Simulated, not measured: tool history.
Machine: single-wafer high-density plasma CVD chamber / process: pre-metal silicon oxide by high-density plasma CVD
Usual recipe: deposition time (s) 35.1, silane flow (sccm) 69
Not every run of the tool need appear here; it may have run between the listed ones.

| run | day | deposition time (s) | silane flow (sccm) | wafers since the last listed run | hours since the silane flow controller was replaced | hours since the gauge calibration | read-back reference wafer on the same gauge, thickness_nm | mean film thickness on the monitor wafer (angstrom) |
|---|---|---|---|---|---|---|---|---|
| 1 | 0 | 36.9 | 69 | 0 | 3535.9 | 892.4 | 187.046 | 2544.52 |
| 2 | 2.15 | 35.1 | 58 | 1529 | 3587.5 | 944 | 187.062 | 2143.29 |
| 3 | 4.546 | 35.1 | 58 | 1704 | 3645 | 1001.5 | 186.904 | 2141.31 |
| 4 | 9.338 | 35.1 | 60 | 3408 | 3760 | 1116.5 | 186.761 | 2205.93 |
|  | 10.729 | gauge calibrated |
| 5 | 11.767 | 35.1 | 69 | 1728 | 3818.3 | 24.9 | 187.154 | 2434.32 |
| 6 | 13.096 | 35.1 | 66 | 945 | 3850.2 | 56.8 | 186.951 | 2329.13 |
| 7 | 16.075 | 35.1 | 66 | 2119 | 3921.7 | 128.3 | 186.729 | 2352.9 |
| 8 | 17.104 | 35.1 | 66 | 732 | 3946.4 | 153 | 186.886 | 2345 |
| 9 | 19.942 | 35.1 | 69 | 2018 | 4014.5 | 221.1 | 186.944 | 2425.68 |
| 10 | 22.662 | 35.1 | 69 | 1935 | 4079.8 | 286.4 | 187.104 | 2420.79 |
| 11 | 23.983 | 35.1 | 69 | 939 | 4111.5 | 318.1 | 186.993 | 2428.12 |
| 12 | 26.475 | 35.1 | 69 | 1772 | 4171.3 | 377.9 | 187.101 | 2413.55 |
| 13 | 28.821 | 35.1 | 69 | 1668 | 4227.6 | 434.2 | 186.736 | 2422.45 |
| 14 | 34.475 | 35.1 | 73 | 4022 | 4363.3 | 569.9 | 186.983 | 2521.98 |
| 15 | 35.933 | 35.1 | 69 | 1037 | 4398.3 | 604.9 | 186.747 | 2440.21 |
| 16 | 37.362 | 35.1 | 69 | 1016 | 4432.6 | 639.2 | 186.876 | 2417.9 |
| 17 | 40.129 | 35.1 | 69 | 1968 | 4499 | 705.6 | 187.079 | 2429.74 |
| 18 | 46.808 | 35.1 | 69 | 4751 | 4659.3 | 865.9 | 187.173 | 2423.94 |
| 19 | 48.746 | 35.1 | 69 | 1378 | 4705.8 | 912.4 | 186.996 | 2415.65 |
|  | 49.296 | gauge calibrated |
| 20 | 50.462 | 35.1 | 69 | 1221 | 4747 | 28 | 186.912 | 2420.83 |
| 21 | 51.712 | 29.1 | 77 | 889 | 4777 | 58 | 186.934 | 2180.89 |
| 22 | 53.417 | 35.1 | 69 | 1212 | 4817.9 | 98.9 | 186.977 | 2399.56 |
| 23 | 55.604 | 32 | 78 | 1556 | 4870.4 | 151.4 | 186.956 | 2415.93 |
| 24 | 57.854 | 29.6 | 59 | 1600 | 4924.4 | 205.4 | 186.772 | 1829.94 |
| 25 | 59.2 | 42.1 | 78 | 957 | 4956.7 | 237.7 | 186.921 | 3180.12 |
|  | 60.896 | silane flow controller replaced |
| 26 | 61.488 | 41.7 | 64 | 1390 | 14.2 | 292.6 | 187.031 | 2626.32 |
| 27 | 64.008 | 41.9 | 60 | 1793 | 74.7 | 353.1 | 187.007 | 2531.8 |
| 28 | 65.871 | 37.3 | 69 | 1325 | 119.4 | 397.8 | 187.016 | 2487.43 |
| 29 | 68.775 | 35.1 | 59 | 2066 | 189.1 | 467.5 | 186.962 | 2103.15 |
| 30 | 73.512 | 37.3 | 69 | 3370 | 302.8 | 581.2 | 187.052 | 2467.52 |
| 31 | 75.025 | 31.8 | 63 | 1076 | 339.1 | 617.5 | 186.942 | 1985.57 |
| 32 | 76.504 | 40.6 | 62 | 1052 | 374.6 | 653 | 186.802 | 2515.39 |
| 33 | 79.333 | 35.1 | 56 | 2012 | 442.5 | 720.9 | 187.198 | 2040.51 |
| 34 | 81.158 | 35.1 | 77 | 1298 | 486.3 | 764.7 | 187.14 | 2541.87 |
| 35 | 82.433 | 35.1 | 69 | 907 | 516.9 | 795.3 | 187.006 | 2335.95 |
| 36 | 84.4 | 35.1 | 69 | 1399 | 564.1 | 842.5 | 186.878 | 2352.36 |

What was the tool's hidden state at every run in the log?
gauge reads high (%): 0 on each run
H1: delivered silane flow above the setpoint (%)
| run | H1 |
|---|---|
| 1 | 5.78 |
| 2 | 5.8 |
| 3 | 5.82 |
| 4 | 5.86 |
| 5 | 5.88 |
| 6 | 5.89 |
| 7 | 5.92 |
| 8 | 5.92 |
| 9 | 5.94 |
| 10 | 5.96 |
| 11 | 5.97 |
| 12 | 5.99 |
| 13 | 6 |
| 14 | 6.03 |
| 15 | 6.04 |
| 16 | 6.05 |
| 17 | 6.06 |
| 18 | 6.09 |
| 19 | 6.1 |
| 20 | 6.11 |
| 21 | 6.11 |
| 22 | 6.12 |
| 23 | 6.13 |
| 24 | 6.14 |
| 25 | 6.14 |
| 26 | 0.274 |
| 27 | 0.524 |
| 28 | 0.703 |
| 29 | 0.971 |
| 30 | 1.38 |
| 31 | 1.51 |
| 32 | 1.63 |
| 33 | 1.85 |
| 34 | 1.98 |
| 35 | 2.08 |
| 36 | 2.22 |
